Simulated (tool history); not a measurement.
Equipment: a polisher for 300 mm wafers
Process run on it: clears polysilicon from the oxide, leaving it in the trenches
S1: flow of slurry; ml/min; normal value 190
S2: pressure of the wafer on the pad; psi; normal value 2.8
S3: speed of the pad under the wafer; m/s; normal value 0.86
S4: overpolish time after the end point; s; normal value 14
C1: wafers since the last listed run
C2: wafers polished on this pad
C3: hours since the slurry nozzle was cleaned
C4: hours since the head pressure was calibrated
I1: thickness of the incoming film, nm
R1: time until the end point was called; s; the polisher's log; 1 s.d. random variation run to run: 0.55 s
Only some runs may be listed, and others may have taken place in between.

run 1 hour=0.0 | S1=190 S2=2.8 S3=0.86 S4=14 | C1=0 C2=798 C3=153.4 C4=750.1 | I1=589.4 | R1=44.1
-- hour=10.0 worn pad replaced by a new one
run 2 hour=10.5 | S1=190 S2=2.8 S3=0.86 S4=14 | C1=71 C2=5 C3=163.9 C4=760.6 | I1=598.6 | R1=42.5
run 3 hour=16.1 | S1=190 S2=2.8 S3=0.86 S4=14 | C1=61 C2=66 C3=169.5 C4=766.2 | I1=604.8 | R1=42.3
run 4 hour=33.4 | S1=235 S2=2.8 S3=0.86 S4=11 | C1=189 C2=256 C3=186.8 C4=783.5 | I1=590.5 | R1=42.3
run 5 hour=44.3 | S1=235 S2=2.8 S3=0.86 S4=11 | C1=119 C2=375 C3=197.7 C4=794.4 | I1=587.2 | R1=42.4
run 6 hour=56.8 | S1=190 S2=3.2 S3=0.86 S4=14 | C1=136 C2=512 C3=210.2 C4=806.9 | I1=595.8 | R1=38.0
run 7 hour=63.5 | S1=190 S2=2.8 S3=0.64 S4=14 | C1=73 C2=585 C3=216.9 C4=813.6 | I1=598.7 | R1=59.1
run 8 hour=71.7 | S1=190 S2=2.8 S3=0.64 S4=14 | C1=89 C2=675 C3=225.1 C4=821.8 | I1=595.9 | R1=59.8
run 9 hour=85.2 | S1=190 S2=2.8 S3=0.64 S4=14 | C1=147 C2=823 C3=238.6 C4=835.3 | I1=604.2 | R1=60.6
-- hour=102.6 worn pad replaced by a new one
run 10 hour=123.1 | S1=130 S2=3.8 S3=0.86 S4=11 | C1=371 C2=224 C3=276.5 C4=873.2 | I1=599.0 | R1=38.6
-- hour=124.3 slurry nozzle cleaned
run 11 hour=130.4 | S1=155 S2=3.6 S3=0.86 S4=14 | C1=69 C2=293 C3=6.1 C4=880.5 | I1=595.9 | R1=39.5
run 12 hour=145.5 | S1=190 S2=2.8 S3=1.14 S4=14 | C1=165 C2=458 C3=21.2 C4=895.6 | I1=601.8 | R1=37.6
-- hour=155.8 worn pad replaced by a new one, repeated, since the last time left the tool worse
run 13 hour=162.6 | S1=190 S2=2.8 S3=0.86 S4=14 | C1=143 C2=74 C3=38.3 C4=912.7 | I1=610.1 | R1=43.3
-- hour=186.3 head pressure recalibrated
run 14 hour=202.7 | S1=190 S2=2.8 S3=0.86 S4=14 | C1=417 C2=492 C3=78.4 C4=16.4 | I1=600.2 | R1=44.6
run 15 hour=209.7 | S1=190 S2=2.8 S3=0.86 S4=14 | C1=76 C2=568 C3=85.4 C4=23.4 | I1=598.9 | R1=44.5
run 16 hour=217.7 | S1=140 S2=2.8 S3=0.76 S4=20 | C1=87 C2=656 C3=93.4 C4=31.4 | I1=598.2 | R1=53.9
run 17 hour=227.3 | S1=245 S2=1.9 S3=0.72 S4=14 | C1=105 C2=761 C3=103.0 C4=41.0 | I1=606.2 | R1=76.8
-- hour=240.8 worn pad replaced by a new one
run 18 hour=241.8 | S1=220 S2=2.3 S3=0.94 S4=21 | C1=115 C2=10 C3=117.5 C4=55.5 | I1=606.4 | R1=47.0
run 19 hour=253.3 | S1=190 S2=2.5 S3=0.74 S4=14 | C1=126 C2=136 C3=129.0 C4=67.0 | I1=606.8 | R1=56.0

Branching from run 19: 4 alternative next runs. What would each branch give?
run A hour=253.7 | S1=190 S2=2.8 S3=0.86 S4=14 | C1=4 C2=141 C3=129.4 C4=67.4 | I1=595.0 | R1=?
run B hour=253.7 | S1=165 S2=2.8 S3=0.70 S4=18 | C1=4 C2=141 C3=129.4 C4=67.4 | I1=595.0 | R1=?
run C hour=253.7 | S1=165 S2=2.5 S3=0.86 S4=14 | C1=4 C2=141 C3=129.4 C4=67.4 | I1=595.0 | R1=?
run D hour=253.7 | S1=225 S2=3.3 S3=1.08 S4=14 | C1=4 C2=141 C3=129.4 C4=67.4 | I1=595.0 | R1=?

run=A R1=42.0
run=B R1=52.8
run=C R1=48.2
run=D R1=27.7
Stripped of hidden state, with their random variation kept, the same runs would have yielded:
run=A R1=41.3
run=B R1=52.0
run=C R1=47.4
run=D R1=27.3
